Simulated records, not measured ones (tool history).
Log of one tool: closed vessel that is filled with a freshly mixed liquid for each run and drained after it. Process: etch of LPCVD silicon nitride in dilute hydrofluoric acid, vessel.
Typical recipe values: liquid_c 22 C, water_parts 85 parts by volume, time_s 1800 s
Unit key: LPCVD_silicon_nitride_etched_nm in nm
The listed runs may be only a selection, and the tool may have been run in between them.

run	hour	liquid_c	water_parts	time_s	wafers since the last listed run	hours since the thermometer was replaced	hours since the hydrofluoric acid flow meter was replaced	hours since the gauge calibration	read-back film thickness of the LPCVD silicon nitride reference wafer, read on the same gauge (nm)	LPCVD_silicon_nitride_etched_nm
1	0	22	85	1800	0	505.9	399.6	1371	40.04	9.28
# hour 47.6: gauge calibrated
2	69.9	22	85	1800	1684	575.8	469.5	22.3	40	9.33
3	154.1	22	95	1800	2029	660	553.7	106.5	39.97	8.32
4	246.7	22	95	1800	2232	752.6	646.3	199.1	40.02	8.38
5	332.5	22	95	1800	2068	838.4	732.1	284.9	39.96	8.51
6	410.3	18	85	1800	1875	916.2	809.9	362.7	40.01	7.02
7	463.9	22	85	1800	1291	969.8	863.5	416.3	40.01	9.38
8	514.3	22	85	1800	1214	1020.2	913.9	466.7	39.99	9.26
9	613.1	22	85	1800	2381	1119	1012.7	565.5	40.04	9.27
10	673.9	22	85	1800	1465	1179.8	1073.5	626.3	40	9.31
# hour 731: hydrofluoric acid flow meter replaced
11	781.8	22	85	1800	2576	1287.7	50.8	734.2	40.02	9.75
12	870.9	18.5	85	1800	2147	1376.8	139.9	823.3	39.96	7.78
13	920.7	26.5	115	1295	1200	1426.6	189.7	873.1	39.99	7.1
14	987.5	22	85	1800	1610	1493.4	256.5	939.9	40.01	9.81
# hour 1064.6: thermometer replaced
15	1075.1	22	50	2790	2087	10.5	344.1	1027.5	40.06	23.93
16	1112	25.5	55	2380	889	47.4	381	1064.4	40.01	24.04
17	1208.8	19.5	65	1200	2333	144.2	477.8	1161.2	40.02	6.68
# hour 1251.2: gauge calibrated
18	1528.5	22	85	1075	7705	463.9	797.5	277.3	39.99	5.42
19	1603.6	22	100	1800	1810	539	872.6	352.4	40.02	7.8
20	1679.3	17.5	50	2395	1824	614.7	948.3	428.1	40	15.1
21	1729.9	22	85	1800	1219	665.3	998.9	478.7	39.95	9.21
22	1828.5	25.5	65	1400	2376	763.9	1097.5	577.3	39.97	11.47
23	1923.1	20.5	70	2260	2280	858.5	1192.1	671.9	40.02	12.33
24	1964.4	22	85	1800	995	899.8	1233.4	713.2	39.97	9.17
# hour 2015.9: hydrofluoric acid flow meter replaced
25	2071.9	22	85	830	2567	1007.3	56	820.7	40.01	4.54

Alternative continuations, all from the tool just after run 25; predict every row:
A	2073.1	22	85	1800	28	1008.5	57.2	821.9	?	?
B	2073.1	25	45	2780	28	1008.5	57.2	821.9	?	?
C	2073.1	24	60	2425	28	1008.5	57.2	821.9	?	?

run	read-back film thickness of the LPCVD silicon nitride reference wafer, read on the same gauge (nm)	LPCVD_silicon_nitride_etched_nm
A	39.99	9.74
B	39.99	34.35
C	39.99	21.13
Without the tool's hidden state the same runs would have given:
run	LPCVD_silicon_nitride_etched_nm
A	9.46
B	33.35
C	20.52
